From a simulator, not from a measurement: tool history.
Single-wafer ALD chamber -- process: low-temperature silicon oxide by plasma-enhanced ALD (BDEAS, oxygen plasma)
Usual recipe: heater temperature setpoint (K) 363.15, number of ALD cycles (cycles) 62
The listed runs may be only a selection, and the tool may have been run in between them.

run,day,heater temperature setpoint (K),number of ALD cycles (cycles),wafers since the last listed run,hours since the last thermocouple change,hours since the gauge calibration,"read-back reference wafer on the same gauge, thickness_nm",mean film thickness on the monitor wafer (angstrom)
1,0,366.15,62,0,429.4,290.5,8.118,93.29
2,2.908,363.15,62,403,499.2,360.3,8.131,94.46
3,5.258,363.15,62,326,555.6,416.7,8.13,94.71
4,7.175,363.15,56,266,601.6,462.7,8.143,85.09
5,8.942,363.15,62,245,644,505.1,8.152,94.41
6,10.267,363.15,62,183,675.8,536.9,8.145,95.11
7,11.358,359.15,54,151,702,563.1,8.155,84.13
8,12.725,359.15,54,189,734.8,595.9,8.167,84.02
9,13.983,359.15,62,174,765,626.1,8.172,96.55
10,15.2,363.15,62,168,794.2,655.3,8.181,94.38
11,16.829,363.15,62,226,833.3,694.4,8.181,94.92
12,18.217,363.15,62,192,866.6,727.7,8.194,95.06
13,20.183,363.15,62,273,913.8,774.9,8.195,94.57
14,22.517,363.15,65,324,969.8,830.9,8.208,99.45
15,24.617,377.15,54,291,1020.2,881.3,8.215,79.95
16,25.833,376.15,69,168,1049.4,910.5,8.214,101.55
# day 27.212: thermocouple changed; heater temperature recalibrated
17,28.033,371.15,68,259,19.7,963.3,8.23,100.7
18,30.021,363.15,62,275,67.4,1011,8.238,94.87
19,31.454,372.15,66,199,101.8,1045.4,8.242,97.79
20,33.675,363.15,71,308,155.1,1098.7,8.254,110.5
21,36.558,354.15,54,400,224.3,1167.9,8.258,86.79
22,37.758,352.15,65,166,253.1,1196.7,8.266,104.35
# day 38.646: gauge calibrated
23,40.562,372.15,54,389,320.4,46,8.151,79.06
24,42.129,377.15,72,217,358,83.6,8.146,105.1
25,44.825,363.15,62,374,422.7,148.3,8.156,94.14
26,47.329,372.15,68,347,482.8,208.4,8.169,100.57
27,48.838,372.15,54,209,519,244.6,8.175,80.22

The logged runs with the hidden state left out (each run's random variation unchanged):
Hidden state present: wafer temperature above the value expected at the setpoint (K); gauge reads high (%).
run,mean film thickness on the monitor wafer (angstrom)
1,93.34
2,94.37
3,94.51
4,84.83
5,94.04
6,94.67
7,83.7
8,83.54
9,95.93
10,93.72
11,94.18
12,94.26
13,93.68
14,98.4
15,79.03
16,100.32
17,99.37
18,93.53
19,96.34
20,108.74
21,85.29
22,102.49
23,78.85
24,104.74
25,93.69
26,99.97
27,79.68
